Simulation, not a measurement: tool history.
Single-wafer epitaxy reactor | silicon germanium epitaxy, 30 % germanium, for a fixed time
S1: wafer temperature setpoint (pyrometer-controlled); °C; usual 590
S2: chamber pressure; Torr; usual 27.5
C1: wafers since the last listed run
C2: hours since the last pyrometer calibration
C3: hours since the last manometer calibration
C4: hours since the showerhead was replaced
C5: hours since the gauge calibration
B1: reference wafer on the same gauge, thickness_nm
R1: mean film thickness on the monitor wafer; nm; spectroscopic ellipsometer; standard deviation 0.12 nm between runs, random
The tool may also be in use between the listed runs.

run   hour   S1    S2   C1      C2      C3      C4     C5      B1      R1
  1      0  590  27.5    0  2140.4  1662.1  3290.6  121.1  58.986  59.858
  2    8.7  590  27.5  166  2149.1  1670.8  3299.3  129.8  58.988   59.76
  3   16.5  590  27.5  149  2156.9  1678.6  3307.1  137.6  58.978  60.004
  4   33.3  590  27.5  322  2173.7  1695.4  3323.9  154.4  59.024  59.788
  5   50.4  590  27.5  327  2190.8  1712.5    3341  171.5  59.011   59.89
  6   63.4  590  27.5  249  2203.8  1725.5    3354  184.5  59.019  59.751
  7   79.3  590  27.5  304  2219.7  1741.4  3369.9  200.4  58.977  60.008
  8   88.7  593  27.5  180  2229.1  1750.8  3379.3  209.8  58.996  63.738
      96.4  -- gauge calibrated
  9  106.4  576  22.1  339  2246.8  1768.5    3397     10   58.97  38.577
     122.6  -- showerhead replaced
 10  123.1  599    23  166  2263.5  1785.2     0.5   26.7  59.001  64.093
 11  129.4  604  27.5  120  2269.8  1791.5     6.8     33  59.007  80.039
     140.4  -- capacitance manometer re-zeroed and calibrated
 12  146.5  590  24.5  174  2286.9     6.1    23.9   50.1  58.955  55.914
     165.8  -- pyrometer calibrated
 13  167.8  595  29.6  255       2    27.4    45.2   71.4  59.037  60.783
 14  179.7  576  23.8  228    13.9    39.3    57.1   83.3  59.013  35.264
 15    193  576  23.8  255    27.2    52.6    70.4   96.6   59.03  35.388
 16  232.7  586  22.9  761    66.9    92.3   110.1  136.3   58.99  43.093

A few steps of R1 between consecutive runs. Split each: what settings, incoming material and random variation would produce without the hidden state, and what is left over for the hidden state, along with gauge scatter present in only one of the two compared results (measured, and without hidden state):
Hidden state at play: wafer temperature above the value expected at the setpoint (K); true pressure above the setpoint (%); gauge reads high (%).
Run 12 -> 13: S1 590 -> 595, S2 24.5 -> 29.6, pyrometer calibrated. R1 +4.869 nm: hidden state -7.275, all else +12.144.
Run 13 -> 14: S1 595 -> 576, S2 29.6 -> 23.8. R1 -25.519 nm: hidden state +0.469, all else -25.988.
